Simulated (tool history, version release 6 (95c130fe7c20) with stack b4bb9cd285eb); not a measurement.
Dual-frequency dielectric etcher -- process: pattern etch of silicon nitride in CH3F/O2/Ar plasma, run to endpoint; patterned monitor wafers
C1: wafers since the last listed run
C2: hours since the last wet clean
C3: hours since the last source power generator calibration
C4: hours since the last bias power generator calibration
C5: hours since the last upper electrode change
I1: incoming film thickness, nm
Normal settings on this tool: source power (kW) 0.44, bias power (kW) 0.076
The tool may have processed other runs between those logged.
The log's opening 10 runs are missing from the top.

{"run": 11, "day": 17.425, "source power (kW)": 0.44, "bias power (kW)": 0.076, "C1": 1086, "C2": 148.9, "C3": 3905.2, "C4": 1286.4, "C5": 5264.9, "I1": 23.18, "endpoint time (s)": 32.8}
{"run": 12, "day": 18.796, "source power (kW)": 0.37, "bias power (kW)": 0.076, "C1": 575, "C2": 181.8, "C3": 3938.1, "C4": 1319.3, "C5": 5297.8, "I1": 23.14, "endpoint time (s)": 35}
{"run": 13, "day": 20.858, "source power (kW)": 0.44, "bias power (kW)": 0.064, "C1": 866, "C2": 231.3, "C3": 3987.6, "C4": 1368.8, "C5": 5347.3, "I1": 23.08, "endpoint time (s)": 35.3}
{"day": 22.608, "done": "bias power generator calibrated"}
{"run": 14, "day": 22.875, "source power (kW)": 0.44, "bias power (kW)": 0.089, "C1": 777, "C2": 279.7, "C3": 4036, "C4": 6.4, "C5": 5395.7, "I1": 22.95, "endpoint time (s)": 30.6}
{"day": 26.483, "done": "upper electrode replaced, of another model than before"}
{"run": 15, "day": 26.504, "source power (kW)": 0.44, "bias power (kW)": 0.089, "C1": 1104, "C2": 366.8, "C3": 4123.1, "C4": 93.5, "C5": 0.5, "I1": 23.59, "endpoint time (s)": 30.5}
{"run": 16, "day": 27.167, "source power (kW)": 0.39, "bias power (kW)": 0.081, "C1": 278, "C2": 382.7, "C3": 4139, "C4": 109.4, "C5": 16.4, "I1": 23.26, "endpoint time (s)": 34.2}
{"run": 17, "day": 28.962, "source power (kW)": 0.33, "bias power (kW)": 0.076, "C1": 754, "C2": 425.8, "C3": 4182.1, "C4": 152.5, "C5": 59.5, "I1": 23.08, "endpoint time (s)": 38.2}
{"day": 31.192, "done": "source power generator calibrated"}
{"day": 31.471, "done": "wet clean of the chamber"}
{"run": 18, "day": 35.125, "source power (kW)": 0.44, "bias power (kW)": 0.068, "C1": 2401, "C2": 87.7, "C3": 94.4, "C4": 300.4, "C5": 207.4, "I1": 23.08, "endpoint time (s)": 34.7}
{"run": 19, "day": 37.1, "source power (kW)": 0.53, "bias power (kW)": 0.095, "C1": 829, "C2": 135.1, "C3": 141.8, "C4": 347.8, "C5": 254.8, "I1": 23.24, "endpoint time (s)": 26}
{"run": 20, "day": 44.738, "source power (kW)": 0.39, "bias power (kW)": 0.076, "C1": 3207, "C2": 318.4, "C3": 325.1, "C4": 531.1, "C5": 438.1, "I1": 23.21, "endpoint time (s)": 35.7}
{"run": 21, "day": 47.162, "source power (kW)": 0.52, "bias power (kW)": 0.085, "C1": 1018, "C2": 376.6, "C3": 383.3, "C4": 589.3, "C5": 496.3, "I1": 23.11, "endpoint time (s)": 28.8}
{"run": 22, "day": 50.079, "source power (kW)": 0.4, "bias power (kW)": 0.084, "C1": 1225, "C2": 446.6, "C3": 453.3, "C4": 659.3, "C5": 566.3, "I1": 23.12, "endpoint time (s)": 32.4}
{"run": 23, "day": 52.021, "source power (kW)": 0.54, "bias power (kW)": 0.059, "C1": 815, "C2": 493.2, "C3": 499.9, "C4": 705.9, "C5": 612.9, "I1": 23.22, "endpoint time (s)": 37.5}
{"day": 53.367, "done": "wet clean of the chamber"}
{"run": 24, "day": 53.525, "source power (kW)": 0.33, "bias power (kW)": 0.091, "C1": 211, "C2": 3.8, "C3": 536, "C4": 742, "C5": 649, "I1": 23.01, "endpoint time (s)": 32}
{"run": 25, "day": 55.667, "source power (kW)": 0.44, "bias power (kW)": 0.076, "C1": 899, "C2": 55.2, "C3": 587.4, "C4": 793.4, "C5": 700.4, "I1": 23.04, "endpoint time (s)": 32.2}
{"run": 26, "day": 56.796, "source power (kW)": 0.44, "bias power (kW)": 0.066, "C1": 474, "C2": 82.3, "C3": 614.5, "C4": 820.5, "C5": 727.5, "I1": 23.08, "endpoint time (s)": 35.7}
{"run": 27, "day": 59.529, "source power (kW)": 0.36, "bias power (kW)": 0.082, "C1": 1148, "C2": 147.9, "C3": 680.1, "C4": 886.1, "C5": 793.1, "I1": 23.18, "endpoint time (s)": 33.7}
{"run": 28, "day": 61.854, "source power (kW)": 0.44, "bias power (kW)": 0.076, "C1": 976, "C2": 203.7, "C3": 735.9, "C4": 941.9, "C5": 848.9, "I1": 23.15, "endpoint time (s)": 32.9}
{"run": 29, "day": 64.471, "source power (kW)": 0.4, "bias power (kW)": 0.076, "C1": 1099, "C2": 266.5, "C3": 798.7, "C4": 1004.7, "C5": 911.7, "I1": 22.89, "endpoint time (s)": 34.3}
{"run": 30, "day": 65.846, "source power (kW)": 0.44, "bias power (kW)": 0.076, "C1": 577, "C2": 299.5, "C3": 831.7, "C4": 1037.7, "C5": 944.7, "I1": 23.47, "endpoint time (s)": 33.7}

Alternative continuations, all from the tool just after run 30; predict every row:
{"run": "A", "day": 65.862, "source power (kW)": 0.44, "bias power (kW)": 0.076, "C1": 7, "C2": 299.9, "C3": 832.1, "C4": 1038.1, "C5": 945.1, "I1": 23.18, "endpoint time (s)": "?"}
{"run": "B", "day": 65.862, "source power (kW)": 0.52, "bias power (kW)": 0.076, "C1": 7, "C2": 299.9, "C3": 832.1, "C4": 1038.1, "C5": 945.1, "I1": 23.18, "endpoint time (s)": "?"}
{"run": "C", "day": 65.862, "source power (kW)": 0.37, "bias power (kW)": 0.067, "C1": 7, "C2": 299.9, "C3": 832.1, "C4": 1038.1, "C5": 945.1, "I1": 23.18, "endpoint time (s)": "?"}
{"run": "D", "day": 65.862, "source power (kW)": 0.34, "bias power (kW)": 0.085, "C1": 7, "C2": 299.9, "C3": 832.1, "C4": 1038.1, "C5": 945.1, "I1": 23.18, "endpoint time (s)": "?"}

run=A endpoint_time_(s)=32.9
run=B endpoint_time_(s)=30.7
run=C endpoint_time_(s)=39
run=D endpoint_time_(s)=34.1
The same runs, with their run-to-run variation unchanged, on a tool lacking any hidden condition would have given:
run=A endpoint_time_(s)=32
run=B endpoint_time_(s)=29.8
run=C endpoint_time_(s)=37.9
run=D endpoint_time_(s)=33.1
